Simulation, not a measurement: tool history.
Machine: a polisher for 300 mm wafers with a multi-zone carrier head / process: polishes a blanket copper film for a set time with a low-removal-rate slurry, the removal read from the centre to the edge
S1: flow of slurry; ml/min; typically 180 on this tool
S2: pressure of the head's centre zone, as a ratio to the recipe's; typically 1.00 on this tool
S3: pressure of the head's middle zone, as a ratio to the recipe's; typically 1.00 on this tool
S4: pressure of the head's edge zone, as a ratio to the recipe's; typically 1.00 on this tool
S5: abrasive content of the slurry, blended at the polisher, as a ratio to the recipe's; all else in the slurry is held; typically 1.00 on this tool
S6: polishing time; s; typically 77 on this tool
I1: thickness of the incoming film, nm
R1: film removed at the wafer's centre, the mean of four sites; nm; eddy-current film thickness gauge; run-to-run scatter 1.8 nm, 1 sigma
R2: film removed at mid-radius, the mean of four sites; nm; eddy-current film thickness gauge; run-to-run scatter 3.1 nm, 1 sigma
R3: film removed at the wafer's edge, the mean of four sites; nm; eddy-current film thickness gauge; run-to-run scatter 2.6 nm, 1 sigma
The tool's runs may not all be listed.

| run | hour | S1 | S2 | S3 | S4 | S5 | S6 | I1 | R1 | R2 | R3 |
|---|---|---|---|---|---|---|---|---|---|---|---|
| 1 | 0.0 | 180 | 1.00 | 1.00 | 1.00 | 1.00 | 77 | 1054.0 | 211.0 | 214.7 | 217.4 |
| 2 | 16.2 | 180 | 1.00 | 1.00 | 0.93 | 0.85 | 98 | 1053.3 | 258.2 | 266.1 | 261.5 |
|  | 46.0 | worn pad replaced by a new one |
| 3 | 51.1 | 180 | 1.00 | 1.00 | 1.00 | 0.85 | 77 | 1061.9 | 203.6 | 208.3 | 211.1 |
| 4 | 80.4 | 180 | 1.00 | 1.00 | 1.00 | 1.00 | 77 | 1042.0 | 212.0 | 211.2 | 218.5 |
| 5 | 93.8 | 180 | 0.93 | 1.00 | 1.00 | 1.00 | 77 | 1045.0 | 194.7 | 208.5 | 213.5 |
| 6 | 125.0 | 180 | 1.00 | 1.00 | 1.00 | 1.20 | 77 | 1050.5 | 210.4 | 219.2 | 220.8 |
|  | 130.2 | edge zone pressure recalibrated |
| 7 | 145.8 | 180 | 1.00 | 0.96 | 1.00 | 1.00 | 77 | 1047.2 | 205.6 | 205.8 | 212.8 |
| 8 | 162.0 | 180 | 1.00 | 0.89 | 1.00 | 1.10 | 77 | 1045.1 | 209.4 | 200.9 | 217.6 |
| 9 | 179.3 | 180 | 1.00 | 1.00 | 1.00 | 1.00 | 77 | 1044.7 | 206.0 | 214.3 | 216.9 |
|  | 204.7 | slurry nozzle cleaned |
| 10 | 205.7 | 155 | 1.00 | 1.00 | 1.00 | 1.15 | 77 | 1042.7 | 202.8 | 206.7 | 214.0 |
|  | 227.0 | centre zone pressure recalibrated |
|  | 247.0 | carrier head's membrane replaced by a new one, of another model than before |
| 11 | 273.3 | 180 | 1.00 | 0.95 | 1.00 | 1.00 | 77 | 1055.0 | 212.9 | 209.2 | 216.9 |
|  | 278.8 | worn pad replaced by a new one |
| 12 | 299.7 | 220 | 1.00 | 1.00 | 1.00 | 1.25 | 77 | 1053.1 | 226.0 | 220.8 | 228.2 |
| 13 | 327.2 | 180 | 1.00 | 1.00 | 1.00 | 1.00 | 77 | 1060.5 | 211.8 | 209.7 | 212.7 |
| 14 | 355.8 | 180 | 1.00 | 1.00 | 1.00 | 1.00 | 77 | 1048.8 | 207.7 | 214.6 | 215.5 |
| 15 | 371.4 | 180 | 1.00 | 1.00 | 1.00 | 1.00 | 77 | 1048.5 | 205.0 | 213.6 | 218.5 |
| 16 | 388.4 | 180 | 0.92 | 1.11 | 0.93 | 0.70 | 77 | 1055.6 | 187.7 | 213.0 | 198.2 |
| 17 | 401.6 | 135 | 1.00 | 0.96 | 1.00 | 1.00 | 102 | 1032.6 | 260.5 | 260.0 | 269.6 |
| 18 | 430.6 | 180 | 1.00 | 1.00 | 1.00 | 1.00 | 77 | 1068.1 | 211.7 | 207.9 | 217.5 |
| 19 | 479.4 | 180 | 1.00 | 1.00 | 0.94 | 1.00 | 77 | 1048.8 | 206.1 | 220.4 | 213.2 |
|  | 494.0 | edge zone pressure recalibrated |
| 20 | 504.7 | 180 | 1.00 | 1.00 | 1.00 | 1.00 | 77 | 1063.3 | 207.8 | 214.3 | 215.7 |
|  | 513.2 | worn pad replaced by a new one |
| 21 | 532.4 | 180 | 1.00 | 1.07 | 1.00 | 1.00 | 84 | 1049.5 | 223.7 | 234.7 | 237.4 |

What if the next run were any one of these 4? Each begins from the tool's condition after run 21:
| A | 532.8 | 180 | 1.00 | 1.00 | 1.00 | 1.00 | 77 | 1032.8 | ? | ? | ? |
| B | 532.8 | 115 | 1.00 | 0.94 | 1.00 | 1.00 | 77 | 1032.8 | ? | ? | ? |
| C | 532.8 | 180 | 1.05 | 1.00 | 1.00 | 1.20 | 51 | 1032.8 | ? | ? | ? |
| D | 532.8 | 180 | 1.00 | 0.90 | 1.00 | 1.00 | 77 | 1032.8 | ? | ? | ? |

| run | R1 | R2 | R3 |
|---|---|---|---|
| A | 207.8 | 218.3 | 216.1 |
| B | 184.7 | 190.8 | 200.9 |
| C | 145.4 | 149.4 | 147.9 |
| D | 207.8 | 207.2 | 216.3 |
Take away the tool's hidden state, keep each run's random variation, and the runs would have read:
| run | R1 | R2 | R3 |
|---|---|---|---|
| A | 211.2 | 218.3 | 216.1 |
| B | 187.6 | 190.8 | 200.9 |
| C | 147.7 | 149.4 | 147.9 |
| D | 211.1 | 207.1 | 216.3 |
